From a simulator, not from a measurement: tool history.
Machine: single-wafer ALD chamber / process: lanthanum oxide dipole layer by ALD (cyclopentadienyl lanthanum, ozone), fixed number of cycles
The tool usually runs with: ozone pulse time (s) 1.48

run   hour  ozone pulse time (s)  wafers since the last listed run  hours since the last thermocouple change  hours since the last ozone generator service  hours since the showerhead was replaced  hours since the gauge calibration  read-back reference wafer on the same gauge, thickness_nm  mean film thickness on the monitor wafer (angstrom)
  1      0                  1.48                                 0                                    2061.3                                          1055                                   4575.7                              469.7                                                      0.506                                                 4.95
  2   19.4                  1.48                               358                                    2080.7                                        1074.4                                   4595.1                              489.1                                                      0.507                                                 4.95
  3   33.6                  1.35                               262                                    2094.9                                        1088.6                                   4609.3                              503.3                                                      0.506                                                 4.87
  4   66.7                  1.06                               611                                      2128                                        1121.7                                   4642.4                              536.4                                                      0.505                                                 4.62
  5   86.2                  1.48                               360                                    2147.5                                        1141.2                                   4661.9                              555.9                                                      0.506                                                 4.93
  6  105.6                  1.48                               358                                    2166.9                                        1160.6                                   4681.3                              575.3                                                      0.506                                                 4.95
  7  130.7                  1.48                               463                                      2192                                        1185.7                                   4706.4                              600.4                                                      0.506                                                 4.96
  8  146.5                  1.48                               292                                    2207.8                                        1201.5                                   4722.2                              616.2                                                      0.506                                                 4.93
  9  170.4                  1.48                               441                                    2231.7                                        1225.4                                   4746.1                              640.1                                                      0.506                                                 4.92
 10    187                  1.48                               306                                    2248.3                                          1242                                   4762.7                              656.7                                                      0.506                                                 4.96
     190.6  -- gauge calibrated
     275.3  -- thermocouple changed; heater temperature recalibrated
 11  293.6                  1.48                              1822                                      18.3                                        1348.6                                   4869.3                                103                                                      0.506                                                 4.93
 12  306.6                  1.98                               240                                      31.3                                        1361.6                                   4882.3                                116                                                      0.506                                                 5.16
 13  330.7                  1.48                               445                                      55.4                                        1385.7                                   4906.4                              140.1                                                      0.506                                                 4.92
 14    343                  1.73                               227                                      67.7                                          1398                                   4918.7                              152.4                                                      0.506                                                 5.05
     372.1  -- ozone generator serviced
 15  372.6                  1.68                               399                                      97.3                                           0.5                                   4948.3                                182                                                      0.506                                                 5.27
 16  393.2                  1.06                               380                                     117.9                                          21.1                                   4968.9                              202.6                                                      0.506                                                 4.99
       415  -- showerhead replaced
 17  426.4                  1.13                               465                                     151.1                                          54.3                                     11.4                              235.8                                                      0.506                                                 4.98
 18  460.9                  1.05                               637                                     185.6                                          88.8                                     45.9                              270.3                                                      0.506                                                 4.92
 19  474.1                  1.19                               243                                     198.8                                           102                                     59.1                              283.5                                                      0.506                                                 5.02
 20  506.2                  1.26                               593                                     230.9                                         134.1                                     91.2                              315.6                                                      0.505                                                 5.02
 21  518.6                  0.98                               229                                     243.3                                         146.5                                    103.6                                328                                                      0.506                                                 4.84
 22  538.6                  1.97                               369                                     263.3                                         166.5                                    123.6                                348                                                      0.507                                                 5.31

State the hidden condition of the tool at each of the runs:
wafer temperature above the value expected at the setpoint (K): 0 in every run
gauge reads high (%): 0 in every run
H1: ozone dose above that of a generator just serviced (%)
run     H1
  1  -33.5
  2  -33.7
  3  -33.8
  4  -34.1
  5  -34.2
  6  -34.4
  7  -34.6
  8  -34.7
  9  -34.9
 10    -35
 11  -35.7
 12  -35.8
 13  -35.9
 14    -36
 15  -3.34
 16  -4.69
 17  -6.77
 18   -8.8
 19  -9.54
 20  -11.3
 21  -11.9
 22  -12.9
